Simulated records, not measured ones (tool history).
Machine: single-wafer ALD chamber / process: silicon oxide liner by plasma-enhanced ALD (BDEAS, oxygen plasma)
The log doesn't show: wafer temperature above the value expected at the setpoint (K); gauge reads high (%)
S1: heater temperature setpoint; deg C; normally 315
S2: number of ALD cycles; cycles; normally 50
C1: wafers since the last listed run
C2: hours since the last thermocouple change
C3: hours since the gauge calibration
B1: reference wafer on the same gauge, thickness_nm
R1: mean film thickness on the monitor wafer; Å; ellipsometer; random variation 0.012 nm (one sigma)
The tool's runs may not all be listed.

run,hour,S1,S2,C1,C2,C3,B1,R1
1,0,315,50,0,1160.5,1354.3,5.619,47.11
2,84.1,315,50,599,1244.6,1438.4,5.625,47.16
3,136.6,315,50,374,1297.1,1490.9,5.616,47.34
4,205.9,315,50,493,1366.4,1560.2,5.619,47.14
5,280.6,315,50,532,1441.1,1634.9,5.621,47.44
6,321.6,315,53,292,1482.1,1675.9,5.617,50.09
7,383.4,315,53,440,1543.9,1737.7,5.619,50.08
8,482.2,315,50,704,1642.7,1836.5,5.623,47.32
9,547.2,315,50,463,1707.7,1901.5,5.621,47.29
10,641.7,315,50,673,1802.2,1996,5.62,47.16
11,737.6,315,50,683,1898.1,2091.9,5.619,47.21
12,792.5,315,44,391,1953,2146.8,5.62,41.49
# hour 856.7: gauge calibrated
# hour 874.4: thermocouple changed; heater temperature recalibrated
13,874.9,315,44,530,0.5,18.2,5.62,41.28
14,923.9,315,44,349,49.5,67.2,5.619,41.6
15,1024.5,315,50,716,150.1,167.8,5.62,46.7
16,1093.5,322,50,491,219.1,236.8,5.62,46.39
17,1200.2,315,44,760,325.8,343.5,5.62,41.34
18,1259.2,328,54,420,384.8,402.5,5.622,49.57
# hour 1320.3: thermocouple changed; heater temperature recalibrated, repeated, since the last time left the tool worse
19,1331.4,311,54,457,11.1,474.7,5.62,51.68
20,1373.5,309,53,300,53.2,516.8,5.619,50.69
21,1475.1,300,57,724,154.8,618.4,5.617,55.16
22,1557.7,315,57,588,237.4,701,5.622,54.18
23,1634.6,315,43,548,314.3,777.9,5.619,40.79
24,1683.8,327,50,350,363.5,827.1,5.618,46.5
25,1725.1,310,56,294,404.8,868.4,5.617,53.47
26,1772.6,325,47,338,452.3,915.9,5.617,44.04
27,1838.4,315,60,468,518.1,981.7,5.62,56.55
28,1889.1,315,50,361,568.8,1032.4,5.621,47.38
29,1934.2,305,46,321,613.9,1077.5,5.617,44.13
30,2017.6,315,50,594,697.3,1160.9,5.621,47.42
31,2084.5,315,50,476,764.2,1227.8,5.62,47.45

Each run again, without the hidden state but with its own random variation kept:
run,R1
1,47.36
2,47.42
3,47.6
4,47.4
5,47.71
6,50.38
7,50.36
8,47.6
9,47.57
10,47.44
11,47.5
12,41.74
13,41.68
14,42.01
15,47.2
16,46.91
17,41.83
18,50.18
19,51.64
20,50.67
21,55.2
22,54.22
23,40.84
24,46.57
25,53.55
26,44.12
27,56.67
28,47.49
29,44.23
30,47.55
31,47.59
